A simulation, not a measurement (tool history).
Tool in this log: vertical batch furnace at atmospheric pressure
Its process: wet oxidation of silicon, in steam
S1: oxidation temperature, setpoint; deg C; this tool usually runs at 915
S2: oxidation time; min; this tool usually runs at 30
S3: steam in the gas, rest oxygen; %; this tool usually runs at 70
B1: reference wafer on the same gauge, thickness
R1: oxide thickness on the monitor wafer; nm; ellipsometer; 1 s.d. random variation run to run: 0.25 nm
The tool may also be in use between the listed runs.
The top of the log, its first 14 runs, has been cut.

{"run": 15, "hour": 686.3, "S1": 915, "S2": 30, "S3": 70, "B1": 80.64, "R1": 81.71}
{"run": 16, "hour": 723.9, "S1": 915, "S2": 30, "S3": 70, "B1": 80.71, "R1": 81.78}
{"run": 17, "hour": 777.4, "S1": 932, "S2": 35, "S3": 80, "B1": 80.64, "R1": 128.22}
{"run": 18, "hour": 828.2, "S1": 931, "S2": 17.5, "S3": 59, "B1": 80.76, "R1": 53.42}
{"run": 19, "hour": 860.2, "S1": 893, "S2": 38, "S3": 70, "B1": 80.58, "R1": 74.02}
{"run": 20, "hour": 900.2, "S1": 915, "S2": 30, "S3": 70, "B1": 80.57, "R1": 81.59}
{"hour": 931.9, "done": "thermocouples replaced and temperature profile calibrated"}
{"run": 21, "hour": 942.9, "S1": 902, "S2": 30, "S3": 61, "B1": 80.86, "R1": 60.98}
{"run": 22, "hour": 968.2, "S1": 934, "S2": 30, "S3": 77, "B1": 80.64, "R1": 111.18}
{"run": 23, "hour": 995.5, "S1": 915, "S2": 30, "S3": 70, "B1": 80.66, "R1": 81.34}
{"hour": 1133.3, "done": "steam generator serviced"}
{"run": 24, "hour": 1142.9, "S1": 903, "S2": 19, "S3": 66, "B1": 80.7, "R1": 45.91}
{"run": 25, "hour": 1175.7, "S1": 915, "S2": 42, "S3": 82, "B1": 80.62, "R1": 129.07}
{"run": 26, "hour": 1226.8, "S1": 915, "S2": 18.5, "S3": 70, "B1": 80.71, "R1": 54.91}
{"run": 27, "hour": 1291.9, "S1": 938, "S2": 18, "S3": 59, "B1": 80.74, "R1": 60.29}
{"run": 28, "hour": 1332.0, "S1": 915, "S2": 24, "S3": 70, "B1": 80.71, "R1": 68.68}
{"run": 29, "hour": 1397.2, "S1": 931, "S2": 30, "S3": 70, "B1": 80.78, "R1": 100.68}
{"run": 30, "hour": 1433.4, "S1": 915, "S2": 30, "S3": 70, "B1": 80.71, "R1": 83.02}

What if the next run were any one of these 4? Each begins from the tool's condition after run 30:
{"run": "A", "hour": 1438.8, "S1": 915, "S2": 30, "S3": 61, "B1": "?", "R1": "?"}
{"run": "B", "hour": 1438.8, "S1": 892, "S2": 43.5, "S3": 70, "B1": "?", "R1": "?"}
{"run": "C", "hour": 1438.8, "S1": 915, "S2": 22, "S3": 70, "B1": "?", "R1": "?"}
{"run": "D", "hour": 1438.8, "S1": 915, "S2": 26, "S3": 70, "B1": "?", "R1": "?"}

run=A B1=80.79 R1=73.93
run=B B1=80.79 R1=84.08
run=C B1=80.79 R1=63.59
run=D B1=80.79 R1=73.58
With no hidden state in the tool, these same runs would have given:
run=A R1=74.73
run=B R1=85
run=C R1=64.28
run=D R1=74.37

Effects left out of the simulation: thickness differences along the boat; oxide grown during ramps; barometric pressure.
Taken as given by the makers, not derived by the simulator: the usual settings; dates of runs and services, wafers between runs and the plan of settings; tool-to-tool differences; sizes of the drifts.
